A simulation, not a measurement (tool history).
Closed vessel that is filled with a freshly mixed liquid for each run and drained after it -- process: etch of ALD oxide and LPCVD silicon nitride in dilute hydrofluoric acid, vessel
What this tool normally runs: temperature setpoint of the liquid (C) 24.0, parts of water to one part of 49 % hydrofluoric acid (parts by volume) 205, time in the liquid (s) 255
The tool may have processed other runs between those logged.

| run | day | temperature setpoint of the liquid (C) | parts of water to one part of 49 % hydrofluoric acid (parts by volume) | time in the liquid (s) | wafers since the last listed run | hours since the thermometer was replaced | hours since the hydrofluoric acid flow meter was replaced | hours since the gauge calibration | read-back film thickness of the ALD oxide reference wafer, read on the same gauge (nm) | read-back film thickness of the LPCVD silicon nitride reference wafer, read on the same gauge (nm) | thickness taken off the ALD oxide on a monitor wafer (Å) | thickness taken off the LPCVD silicon nitride on a monitor wafer (Å) |
|---|---|---|---|---|---|---|---|---|---|---|---|---|
| 1 | 0.000 | 24.0 | 205 | 255 | 0 | 1903.1 | 20.0 | 1513.0 | 70.02 | 140.003 | 270.1 | 7.58 |
| 2 | 3.538 | 24.0 | 205 | 255 | 5841 | 1988.0 | 104.9 | 1597.9 | 70.01 | 140.023 | 273.9 | 8.08 |
| 3 | 6.617 | 20.0 | 205 | 200 | 5084 | 2061.9 | 178.8 | 1671.8 | 69.99 | 140.014 | 187.2 | 4.53 |
|  | 7.488 | thermometer replaced |
| 4 | 9.592 | 24.0 | 165 | 255 | 4843 | 50.5 | 250.2 | 1743.2 | 70.01 | 140.005 | 340.1 | 8.73 |
| 5 | 13.717 | 24.0 | 165 | 255 | 6811 | 149.5 | 349.2 | 1842.2 | 70.00 | 139.997 | 343.8 | 8.38 |
| 6 | 16.942 | 24.0 | 165 | 255 | 5325 | 226.9 | 426.6 | 1919.6 | 69.99 | 139.984 | 343.8 | 8.80 |
| 7 | 20.600 | 24.0 | 205 | 255 | 6040 | 314.7 | 514.4 | 2007.4 | 69.98 | 140.016 | 263.5 | 7.14 |
| 8 | 23.975 | 22.5 | 205 | 255 | 5572 | 395.7 | 595.4 | 2088.4 | 70.03 | 140.023 | 251.4 | 6.50 |
| 9 | 28.433 | 22.5 | 295 | 310 | 7361 | 502.7 | 702.4 | 2195.4 | 70.00 | 140.001 | 195.4 | 5.74 |
| 10 | 31.096 | 22.5 | 155 | 125 | 4396 | 566.6 | 766.3 | 2259.3 | 70.00 | 139.983 | 170.7 | 4.07 |
| 11 | 35.283 | 19.0 | 165 | 120 | 6914 | 667.1 | 866.8 | 2359.8 | 70.02 | 140.031 | 133.6 | 2.96 |
| 12 | 37.883 | 24.0 | 205 | 255 | 4293 | 729.5 | 929.2 | 2422.2 | 70.05 | 139.994 | 266.1 | 7.49 |
| 13 | 39.692 | 24.0 | 250 | 255 | 2985 | 772.9 | 972.6 | 2465.6 | 70.03 | 139.990 | 207.3 | 5.71 |
| 14 | 41.583 | 24.0 | 205 | 255 | 3123 | 818.3 | 1018.0 | 2511.0 | 70.01 | 140.021 | 266.1 | 6.53 |
|  | 43.029 | hydrofluoric acid flow meter replaced |
| 15 | 43.854 | 19.5 | 175 | 255 | 3680 | 872.8 | 19.8 | 2565.5 | 70.01 | 139.998 | 276.3 | 6.20 |
|  | 45.433 | gauge calibrated |
| 16 | 48.012 | 19.5 | 205 | 390 | 6866 | 972.6 | 119.6 | 61.9 | 70.01 | 139.994 | 349.0 | 8.24 |
| 17 | 50.525 | 19.0 | 135 | 165 | 4148 | 1032.9 | 179.9 | 122.2 | 70.01 | 139.990 | 236.2 | 5.06 |
| 18 | 53.229 | 20.5 | 145 | 175 | 4465 | 1097.8 | 244.8 | 187.1 | 69.99 | 140.003 | 242.5 | 5.43 |
| 19 | 56.446 | 29.0 | 110 | 300 | 5311 | 1175.0 | 322.0 | 264.3 | 69.96 | 139.994 | 794.3 | 22.17 |
| 20 | 59.038 | 26.0 | 160 | 410 | 4279 | 1237.2 | 384.2 | 326.5 | 70.01 | 139.997 | 622.9 | 16.91 |
| 21 | 62.762 | 24.0 | 205 | 380 | 6150 | 1326.6 | 473.6 | 415.9 | 70.01 | 139.992 | 400.3 | 10.95 |
| 22 | 66.192 | 24.0 | 205 | 255 | 5662 | 1408.9 | 555.9 | 498.2 | 70.01 | 140.008 | 271.5 | 7.37 |
| 23 | 68.817 | 22.5 | 165 | 255 | 4334 | 1471.9 | 618.9 | 561.2 | 69.96 | 140.015 | 327.6 | 8.60 |
| 24 | 70.558 | 24.0 | 205 | 255 | 2875 | 1513.7 | 660.7 | 603.0 | 69.97 | 140.039 | 271.3 | 7.81 |
| 25 | 73.008 | 22.0 | 205 | 255 | 4045 | 1572.5 | 719.5 | 661.8 | 69.99 | 139.989 | 252.8 | 6.95 |
| 26 | 76.317 | 22.5 | 175 | 350 | 5462 | 1651.9 | 798.9 | 741.2 | 70.00 | 140.017 | 426.9 | 10.91 |

Hidden state at the last listed run before each entry between runs and at the first one after, where it differs:
Run 3 -> run 4: thermometer replaced (day 7.488)
  liquid hotter than its thermometer reads (K): 1.27 -> 0.231
  difference, measured minus the result without the unlogged condition, thickness taken off the ALD oxide on a monitor wafer (Å): +8.9 -> +3.0; thickness taken off the LPCVD silicon nitride on a monitor wafer (Å): +0.36 -> +0.13
Run 14 -> run 15: hydrofluoric acid flow meter replaced (day 43.029)
  liquid hotter than its thermometer reads (K): 0.646 -> 0.675
  difference, measured minus the result without the unlogged condition, thickness taken off the ALD oxide on a monitor wafer (Å): +6.2 -> +7.3; thickness taken off the LPCVD silicon nitride on a monitor wafer (Å): +0.26 -> +0.27
Run 15 -> run 16: gauge calibrated (day 45.433)
  liquid hotter than its thermometer reads (K): 0.675 -> 0.729
  difference, measured minus the result without the unlogged condition, thickness taken off the ALD oxide on a monitor wafer (Å): +7.3 -> +9.7; thickness taken off the LPCVD silicon nitride on a monitor wafer (Å): +0.27 -> +0.39

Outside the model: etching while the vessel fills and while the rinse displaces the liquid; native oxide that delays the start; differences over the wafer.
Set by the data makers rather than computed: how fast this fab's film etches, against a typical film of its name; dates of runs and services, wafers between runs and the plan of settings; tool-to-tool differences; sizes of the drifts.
